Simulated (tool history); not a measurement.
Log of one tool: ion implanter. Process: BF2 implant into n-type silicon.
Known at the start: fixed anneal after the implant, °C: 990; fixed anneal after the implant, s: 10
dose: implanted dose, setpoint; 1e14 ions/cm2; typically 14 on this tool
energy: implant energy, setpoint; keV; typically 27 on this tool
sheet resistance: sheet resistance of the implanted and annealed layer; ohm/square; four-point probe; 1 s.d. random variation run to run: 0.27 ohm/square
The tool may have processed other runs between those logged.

run	hour	dose	energy	wafers since the last listed run	hours since the last dose calibration	hours since the extraction supply was calibrated	hours since the gauge calibration	read-back reference wafer on the same gauge, sheet resistance	sheet resistance
1	0	14	27	0	1111.2	7488.1	195.7	189.13	178.36
2	7.4	14	27	101	1118.6	7495.5	203.1	188.82	178.75
3	14.3	14	27	94	1125.5	7502.4	210	189.02	179.07
# hour 15.8: gauge calibrated
4	24	14	27	133	1135.2	7512.1	8.2	188.96	178.75
5	34.2	14	27	140	1145.4	7522.3	18.4	188.87	178.35
6	48.8	14	27	200	1160	7536.9	33	189	178.76
7	100.6	10.8	32.5	711	1211.8	7588.7	84.8	188.92	169.46
8	113.6	10.8	32.5	178	1224.8	7601.7	97.8	188.96	169.1
9	130.7	10.8	32.5	234	1241.9	7618.8	114.9	188.99	169.42
10	145.7	14	27	205	1256.9	7633.8	129.9	189.02	178.48
11	152	14	27	86	1263.2	7640.1	136.2	189.01	178.72
12	165.4	14	27	183	1276.6	7653.5	149.6	188.94	178.81
13	205.4	15.95	22.5	549	1316.6	7693.5	189.6	188.97	194.12
14	222.4	15.95	22.5	233	1333.6	7710.5	206.6	189.08	194.63
# hour 233.3: gauge calibrated
# hour 243.4: Faraday cup replaced and dose calibrated
15	243.9	14	27	185	0.5	7732	10.6	188.99	178.89
# hour 257.9: extraction supply calibrated
16	258.4	9.88	27	89	15	0.5	25.1	188.96	190.31
17	269.5	11.72	20.5	152	26.1	11.6	36.2	188.92	214.07
18	275.8	12.19	27	86	32.4	17.9	42.5	188.92	183.11
19	286.5	17.42	17.5	146	43.1	28.6	53.2	189.06	220.49
20	293.8	11.49	33	100	50.4	35.9	60.5	188.92	165.32
21	305.1	14	27	155	61.7	47.2	71.8	189.17	178.68
22	312.6	17.51	22.5	102	69.2	54.7	79.3	189.07	191.82
23	330.4	14	27	244	87	72.5	97.1	188.9	178.42
24	339.5	14	27	124	96.1	81.6	106.2	189.08	178.51
25	353	14	18.5	185	109.6	95.1	119.7	189.02	220.46
26	367.5	10.12	27	199	124.1	109.6	134.2	188.99	188.76
27	374.5	15.34	27	96	131.1	116.6	141.2	189	176.65
28	391.8	16.68	33	237	148.4	133.9	158.5	189.15	155.33
29	400.1	14	27	113	156.7	142.2	166.8	189.07	178.47

3 ways to go on from here, each from the tool as it stands after run 29. What would each give?
A	400.5	17.61	27	5	157.1	142.6	167.2	?	?
B	400.5	14	21.5	5	157.1	142.6	167.2	?	?
C	400.5	14	34.5	5	157.1	142.6	167.2	?	?

run	read-back reference wafer on the same gauge, sheet resistance	sheet resistance
A	188.99	173.33
B	188.99	203.34
C	188.99	155.52
With no hidden state in the tool, these same runs would have given:
run	sheet resistance
A	173.33
B	203.34
C	155.52
